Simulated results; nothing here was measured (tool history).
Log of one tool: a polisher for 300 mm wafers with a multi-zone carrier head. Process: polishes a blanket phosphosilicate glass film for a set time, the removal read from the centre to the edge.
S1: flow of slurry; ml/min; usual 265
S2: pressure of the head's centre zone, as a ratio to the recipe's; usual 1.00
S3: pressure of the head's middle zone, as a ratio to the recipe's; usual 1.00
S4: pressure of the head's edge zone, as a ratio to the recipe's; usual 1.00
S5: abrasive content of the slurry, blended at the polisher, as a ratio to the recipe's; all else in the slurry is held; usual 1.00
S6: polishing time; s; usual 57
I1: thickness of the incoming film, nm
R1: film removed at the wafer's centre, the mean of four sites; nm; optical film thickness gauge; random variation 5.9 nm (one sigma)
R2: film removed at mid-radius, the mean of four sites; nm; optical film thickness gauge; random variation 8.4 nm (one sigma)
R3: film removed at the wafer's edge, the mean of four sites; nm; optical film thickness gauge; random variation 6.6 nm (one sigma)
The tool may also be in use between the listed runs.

| run | hour | S1 | S2 | S3 | S4 | S5 | S6 | I1 | R1 | R2 | R3 |
|---|---|---|---|---|---|---|---|---|---|---|---|
| 1 | 0.0 | 265 | 1.00 | 1.00 | 0.95 | 1.00 | 57 | 1812.9 | 636.4 | 625.1 | 629.2 |
|  | 59.8 | slurry nozzle cleaned |
| 2 | 96.6 | 195 | 1.00 | 1.00 | 1.00 | 1.00 | 57 | 1832.7 | 604.3 | 617.7 | 630.0 |
| 3 | 220.1 | 195 | 1.00 | 1.00 | 1.00 | 1.00 | 57 | 1807.4 | 608.8 | 605.8 | 626.7 |
|  | 237.5 | edge zone pressure recalibrated |
| 4 | 297.2 | 265 | 1.05 | 1.00 | 1.00 | 1.00 | 57 | 1793.5 | 663.5 | 628.0 | 648.3 |
|  | 373.7 | worn pad replaced by a new one |
| 5 | 376.4 | 265 | 1.05 | 1.00 | 1.00 | 1.00 | 57 | 1809.9 | 672.5 | 625.4 | 631.9 |
|  | 449.3 | slurry nozzle cleaned |
| 6 | 459.3 | 265 | 0.96 | 0.93 | 1.00 | 1.00 | 57 | 1816.3 | 615.7 | 606.8 | 635.6 |
| 7 | 510.2 | 265 | 1.00 | 1.00 | 1.00 | 1.00 | 57 | 1828.7 | 632.9 | 634.1 | 642.6 |
| 8 | 610.0 | 265 | 1.00 | 1.00 | 1.00 | 1.00 | 57 | 1817.4 | 633.0 | 632.3 | 626.1 |
|  | 634.7 | edge zone pressure recalibrated |
|  | 763.0 | worn pad replaced by a new one |
|  | 786.7 | centre zone pressure recalibrated |
|  | 875.2 | slurry nozzle cleaned |
| 9 | 928.6 | 265 | 1.00 | 1.00 | 1.00 | 1.00 | 57 | 1796.9 | 637.9 | 616.8 | 637.8 |
| 10 | 973.6 | 265 | 1.00 | 1.00 | 0.95 | 1.00 | 57 | 1780.8 | 627.3 | 644.1 | 621.6 |
|  | 1031.3 | edge zone pressure recalibrated |
| 11 | 1059.7 | 345 | 1.00 | 1.00 | 1.00 | 1.10 | 57 | 1805.6 | 666.6 | 677.4 | 673.1 |
| 12 | 1109.4 | 195 | 1.00 | 1.00 | 1.00 | 1.00 | 57 | 1833.0 | 613.7 | 621.4 | 623.8 |
|  | 1148.6 | worn pad replaced by a new one |
|  | 1165.7 | carrier head's membrane replaced by a new one |
| 13 | 1188.1 | 265 | 1.07 | 1.00 | 1.00 | 1.00 | 57 | 1808.8 | 686.9 | 632.2 | 626.8 |
| 14 | 1282.5 | 180 | 0.96 | 1.00 | 1.08 | 0.75 | 57 | 1817.7 | 527.0 | 565.9 | 584.7 |
|  | 1296.0 | slurry nozzle cleaned |
| 15 | 1357.4 | 265 | 1.00 | 0.95 | 1.05 | 1.00 | 66 | 1781.3 | 730.9 | 722.7 | 755.1 |
|  | 1404.8 | edge zone pressure recalibrated |
| 16 | 1423.2 | 265 | 1.06 | 1.00 | 1.00 | 1.25 | 50 | 1809.7 | 633.9 | 596.2 | 601.6 |
| 17 | 1459.4 | 265 | 1.05 | 1.00 | 1.00 | 1.00 | 57 | 1830.5 | 664.5 | 651.8 | 646.9 |
|  | 1507.7 | worn pad replaced by a new one |
| 18 | 1514.2 | 295 | 1.10 | 1.00 | 1.00 | 1.00 | 40 | 1792.9 | 493.5 | 453.2 | 447.2 |
| 19 | 1584.3 | 265 | 1.00 | 1.00 | 1.00 | 1.00 | 67 | 1818.2 | 739.5 | 747.9 | 758.5 |
| 20 | 1656.5 | 265 | 1.00 | 1.00 | 1.00 | 1.00 | 57 | 1794.0 | 631.4 | 644.3 | 643.7 |
| 21 | 1695.5 | 205 | 1.10 | 1.00 | 1.00 | 1.25 | 74 | 1813.3 | 929.0 | 849.8 | 873.9 |

Forecast each of these 4 alternatives for the next run:
| A | 1695.9 | 265 | 1.00 | 1.00 | 1.00 | 0.90 | 57 | 1816.2 | ? | ? | ? |
| B | 1695.9 | 265 | 1.07 | 0.95 | 1.10 | 1.20 | 57 | 1816.2 | ? | ? | ? |
| C | 1695.9 | 265 | 1.05 | 1.06 | 1.00 | 1.00 | 57 | 1816.2 | ? | ? | ? |
| D | 1695.9 | 265 | 0.91 | 1.07 | 1.00 | 1.10 | 57 | 1816.2 | ? | ? | ? |

| run | R1 | R2 | R3 |
|---|---|---|---|
| A | 610.7 | 614.6 | 624.9 |
| B | 718.7 | 654.0 | 713.2 |
| C | 664.7 | 660.7 | 646.9 |
| D | 593.9 | 686.5 | 667.5 |
Without the tool's hidden state the same runs would have given:
| run | R1 | R2 | R3 |
|---|---|---|---|
| A | 610.7 | 614.6 | 624.9 |
| B | 718.7 | 654.0 | 713.2 |
| C | 664.7 | 660.7 | 646.9 |
| D | 593.9 | 686.5 | 667.5 |
